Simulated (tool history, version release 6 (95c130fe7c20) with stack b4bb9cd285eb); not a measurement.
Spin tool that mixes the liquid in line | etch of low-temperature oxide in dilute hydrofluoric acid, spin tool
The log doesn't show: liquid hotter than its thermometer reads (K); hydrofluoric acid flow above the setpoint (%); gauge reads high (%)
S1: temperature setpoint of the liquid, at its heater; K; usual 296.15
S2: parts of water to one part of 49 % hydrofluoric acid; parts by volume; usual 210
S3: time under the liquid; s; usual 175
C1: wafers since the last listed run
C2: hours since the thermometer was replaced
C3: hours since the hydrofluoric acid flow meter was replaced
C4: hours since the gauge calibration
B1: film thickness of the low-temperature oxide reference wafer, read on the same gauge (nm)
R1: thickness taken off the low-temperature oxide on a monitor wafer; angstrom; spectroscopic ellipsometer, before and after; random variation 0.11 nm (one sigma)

| run | day | S1 | S2 | S3 | C1 | C2 | C3 | C4 | B1 | R1 |
|---|---|---|---|---|---|---|---|---|---|---|
| 1 | 0 | 296.15 | 210 | 175 | 0 | 3163.2 | 267.5 | 1320.5 | 29.98 | 147.1 |
| 2 | 1.042 | 296.15 | 210 | 175 | 147 | 3188.2 | 292.5 | 1345.5 | 29.97 | 147.5 |
|  | 1.75 | thermometer replaced |
| 3 | 2.338 | 294.65 | 210 | 175 | 177 | 14.1 | 323.6 | 1376.6 | 30.03 | 140.2 |
| 4 | 4.875 | 294.65 | 210 | 175 | 358 | 75 | 384.5 | 1437.5 | 30.06 | 140.9 |
| 5 | 6.346 | 298.65 | 210 | 210 | 207 | 110.3 | 419.8 | 1472.8 | 29.99 | 195.5 |
| 6 | 7.112 | 298.65 | 210 | 210 | 108 | 128.7 | 438.2 | 1491.2 | 29.94 | 197.9 |
| 7 | 8.454 | 296.15 | 210 | 175 | 189 | 160.9 | 470.4 | 1523.4 | 30 | 151.7 |
| 8 | 9.05 | 296.15 | 210 | 175 | 84 | 175.2 | 484.7 | 1537.7 | 29.99 | 152.9 |
|  | 9.654 | gauge calibrated |
| 9 | 10.308 | 296.15 | 210 | 175 | 177 | 205.4 | 514.9 | 15.7 | 29.97 | 152.8 |
| 10 | 11.175 | 296.15 | 210 | 175 | 122 | 226.2 | 535.7 | 36.5 | 30.01 | 152.4 |
| 11 | 12.3 | 296.15 | 210 | 175 | 158 | 253.2 | 562.7 | 63.5 | 30 | 153.3 |
| 12 | 13.304 | 296.15 | 270 | 175 | 141 | 277.3 | 586.8 | 87.6 | 30.04 | 115 |
| 13 | 14.479 | 293.65 | 115 | 280 | 166 | 305.5 | 615 | 115.8 | 29.98 | 446.4 |
| 14 | 15.596 | 296.15 | 145 | 240 | 157 | 332.3 | 641.8 | 142.6 | 30.06 | 328.6 |
| 15 | 16.146 | 294.15 | 245 | 200 | 77 | 345.5 | 655 | 155.8 | 30.05 | 138.5 |
|  | 16.758 | hydrofluoric acid flow meter replaced |
| 16 | 16.821 | 292.15 | 210 | 175 | 89 | 361.7 | 1.5 | 172 | 29.97 | 119.3 |
| 17 | 17.838 | 296.15 | 210 | 230 | 143 | 386.1 | 25.9 | 196.4 | 30 | 180.7 |

Forecast run 18:
| 18 | 18.483 | 292.15 | 245 | 250 | 91 | 401.6 | 41.4 | 211.9 | ? | ? |

{"run 18": {"B1": 29.99, "R1": 144.1}}
Without the tool's hidden state the same run would have given R1 142.8 angstrom.
